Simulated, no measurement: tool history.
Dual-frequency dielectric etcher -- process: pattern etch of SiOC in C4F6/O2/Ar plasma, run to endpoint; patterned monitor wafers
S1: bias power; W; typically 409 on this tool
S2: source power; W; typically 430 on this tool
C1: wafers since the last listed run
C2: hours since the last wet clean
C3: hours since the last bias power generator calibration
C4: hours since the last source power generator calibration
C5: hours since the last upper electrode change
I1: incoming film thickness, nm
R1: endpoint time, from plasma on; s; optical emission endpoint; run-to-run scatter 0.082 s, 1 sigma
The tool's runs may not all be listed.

Run 1, hour 0.0: usual settings; C1 0; C2 383.5; C3 1713.6; C4 2979.2; C5 6385.4; I1 45.45. Result: R1 14.5 s.
Run 2, hour 12.5: usual settings; C1 236; C2 396.0; C3 1726.1; C4 2991.7; C5 6397.9; I1 45.29. Result: R1 14.4 s.
Run 3, hour 43.5: usual settings but S1 369 W; C1 587; C2 427.0; C3 1757.1; C4 3022.7; C5 6428.9; I1 45.55. Result: R1 15.0 s.
Run 4, hour 53.8: usual settings but S1 369 W; C1 195; C2 437.3; C3 1767.4; C4 3033.0; C5 6439.2; I1 45.20. Result: R1 15.0 s.
Run 5, hour 82.0: usual settings but S1 369 W; C1 534; C2 465.5; C3 1795.6; C4 3061.2; C5 6467.4; I1 44.69. Result: R1 14.7 s.
Run 6, hour 88.3: usual settings; C1 119; C2 471.8; C3 1801.9; C4 3067.5; C5 6473.7; I1 45.43. Result: R1 14.5 s.
Run 7, hour 100.5: usual settings; C1 231; C2 484.0; C3 1814.1; C4 3079.7; C5 6485.9; I1 45.61. Result: R1 14.5 s.
At hour 126.6: upper electrode replaced.
Run 8, hour 127.1: usual settings; C1 49; C2 510.6; C3 1840.7; C4 3106.3; C5 0.5; I1 45.41. Result: R1 14.3 s.
Run 9, hour 142.8: usual settings; C1 297; C2 526.3; C3 1856.4; C4 3122.0; C5 16.2; I1 45.84. Result: R1 14.4 s.
Run 10, hour 152.1: usual settings; C1 176; C2 535.6; C3 1865.7; C4 3131.3; C5 25.5; I1 45.61. Result: R1 14.5 s.
Run 11, hour 158.3: usual settings; C1 117; C2 541.8; C3 1871.9; C4 3137.5; C5 31.7; I1 45.29. Result: R1 14.3 s.
At hour 168.8: source power generator calibrated.
Run 12, hour 169.3: usual settings; C1 132; C2 552.8; C3 1882.9; C4 0.5; C5 42.7; I1 45.05. Result: R1 14.3 s.
At hour 182.3: bias power generator calibrated.
At hour 193.7: wet clean of the chamber.
Run 13, hour 194.2: usual settings but S1 317 W, S2 360 W; C1 180; C2 0.5; C3 11.9; C4 25.4; C5 67.6; I1 45.88. Result: R1 18.0 s.

Forecast run 14:
Run 14, hour 194.5: usual settings but S1 441 W, S2 510 W; C1 5; C2 0.8; C3 12.2; C4 25.7; C5 67.9; I1 45.53. Result: R1 ?.

R1: 13.9 s
With no hidden state in the tool, this same run would have given R1 13.8 s.

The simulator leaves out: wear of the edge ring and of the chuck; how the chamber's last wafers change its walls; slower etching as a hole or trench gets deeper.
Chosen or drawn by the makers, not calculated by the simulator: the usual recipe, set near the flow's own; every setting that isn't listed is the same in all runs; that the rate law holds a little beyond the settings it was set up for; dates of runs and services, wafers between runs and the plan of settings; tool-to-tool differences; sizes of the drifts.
